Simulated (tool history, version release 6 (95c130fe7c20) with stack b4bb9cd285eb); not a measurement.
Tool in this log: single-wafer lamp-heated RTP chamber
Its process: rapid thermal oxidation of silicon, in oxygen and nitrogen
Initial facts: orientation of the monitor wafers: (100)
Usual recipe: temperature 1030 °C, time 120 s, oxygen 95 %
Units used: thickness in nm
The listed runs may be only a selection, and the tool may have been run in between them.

run   hour  temperature  time  oxygen  wafers since the last listed run  wafers since the last pyrometer calibration  hours since the oxygen flow controller was replaced  hours since the gauge calibration  read-back reference wafer on the same gauge, thickness  thickness
  1    0.0         1030   120      95                                 0                                         1938                                               5034.7                              524.9                                                   9.376      9.658
  2    9.0         1030   120      95                               112                                         2050                                               5043.7                              533.9                                                   9.363      9.682
  3   57.2         1049   120      95                               603                                         2654                                               5091.9                              582.1                                                   9.367     11.068
  4   71.1         1049   120      95                               174                                         2828                                               5105.8                              596.0                                                   9.368     10.991
  5   87.6         1018   120      98                               206                                         3034                                               5122.3                              612.5                                                   9.379      8.929
  6  100.7         1018   120      98                               164                                         3198                                               5135.4                              625.6                                                   9.377      8.997
  7  117.3         1018   120      98                               207                                         3406                                               5152.0                              642.2                                                   9.365      8.941
  8  123.6         1030   120      95                                78                                         3485                                               5158.3                              648.5                                                   9.366      9.700
  9  131.5         1030   120      95                                98                                         3584                                               5166.2                              656.4                                                   9.369      9.660
 10  138.9         1030   120      95                                92                                         3677                                               5173.6                              663.8                                                   9.373      9.597
 11  148.6         1007   120      95                               121                                         3798                                               5183.3                              673.5                                                   9.371      8.190
 12  165.9         1030   120      95                               216                                         4015                                               5200.6                              690.8                                                   9.366      9.638
 13  174.1         1030   120      95                               102                                         4117                                               5208.8                              699.0                                                   9.377      9.669
 14  181.7         1030   120      95                                95                                         4213                                               5216.4                              706.6                                                   9.364      9.661
 15  192.2         1030   106      95                               131                                         4344                                               5226.9                              717.1                                                   9.365      9.134
 16  202.2         1030   106      95                               125                                         4469                                               5236.9                              727.1                                                   9.380      9.129
     206.4  -- gauge calibrated
 17  213.1         1030   106      95                               136                                         4606                                               5247.8                                6.7                                                   9.363      9.159
 18  229.6         1007   120      98                               206                                         4812                                               5264.3                               23.2                                                   9.377      8.239
 19  239.2         1010   120      87                               120                                         4932                                               5273.9                               32.8                                                   9.378      8.068
 20  269.2         1030    68      66                               375                                         5308                                               5303.9                               62.8                                                   9.366      6.540
     283.7  -- pyrometer window cleaned and pyrometer calibrated
 21  284.2         1040    85      98                                87                                            6                                               5318.9                               77.8                                                   9.368      8.778
 22  296.5         1030   167      95                               153                                          160                                               5331.2                               90.1                                                   9.365     11.182
 23  312.7         1030    69      95                               202                                          363                                               5347.4                              106.3                                                   9.365      7.464
 24  326.2         1018   120      98                               169                                          532                                               5360.9                              119.8                                                   9.370      8.858
 25  335.5         1044   104      98                               116                                          649                                               5370.2                              129.1                                                   9.373      9.977
 26  358.4         1030   120      95                               286                                          935                                               5393.1                              152.0                                                   9.379      9.624
 27  375.8         1057   104      98                               217                                         1153                                               5410.5                              169.4                                                   9.372     10.989
 28  386.2         1030    71      98                               130                                         1283                                               5420.9                              179.8                                                   9.355      7.668
 29  392.4         1030   120      85                                77                                         1361                                               5427.1                              186.0                                                   9.380      9.243
 30  402.1         1030   120      98                               121                                         1482                                               5436.8                              195.7                                                   9.351      9.708
     412.4  -- oxygen flow controller replaced
 31  417.6         1030   120      95                                93                                         1576                                                  5.2                              211.2                                                   9.384      9.633
 32  432.2         1030   136      98                               182                                         1759                                                 19.8                              225.8                                                   9.375     10.352
 33  441.1         1030   163      98                               111                                         1870                                                 28.7                              234.7                                                   9.372     11.232
 34  455.0         1042   151      98                               174                                         2044                                                 42.6                              248.6                                                   9.374     11.869
 35  471.7         1030   120      95                               209                                         2254                                                 59.3                              265.3                                                   9.381      9.622
 36  481.1         1021    97      73                               117                                         2371                                                 68.7                              274.7                                                   9.354      7.464
 37  494.5         1055   166      95                               167                                         2539                                                 82.1                              288.1                                                   9.373     13.344
 38  541.8         1000   169      98                               592                                         3131                                                129.4                              335.4                                                   9.371      9.203

How the hidden state differs across the entries between the runs, from the last listed run before each to the first after it:
In the gap between runs 16 and 17: gauge calibrated (hour 206.4)
  true wafer temperature minus pyrometer reading, K: 2.3 -> 2.32
  what was measured, less what the result would be without the hidden state, thickness: +0.148 -> +0.151 nm
In the gap between runs 20 and 21: pyrometer window cleaned and pyrometer calibrated (hour 283.7)
  true wafer temperature minus pyrometer reading, K: 2.39 -> 0.165
  what was measured, less what the result would be without the hidden state, thickness: +0.108 -> +0.010 nm
In the gap between runs 30 and 31: oxygen flow controller replaced (hour 412.4)
  true wafer temperature minus pyrometer reading, K: 1.53 -> 1.64
  what was measured, less what the result would be without the hidden state, thickness: +0.105 -> +0.113 nm
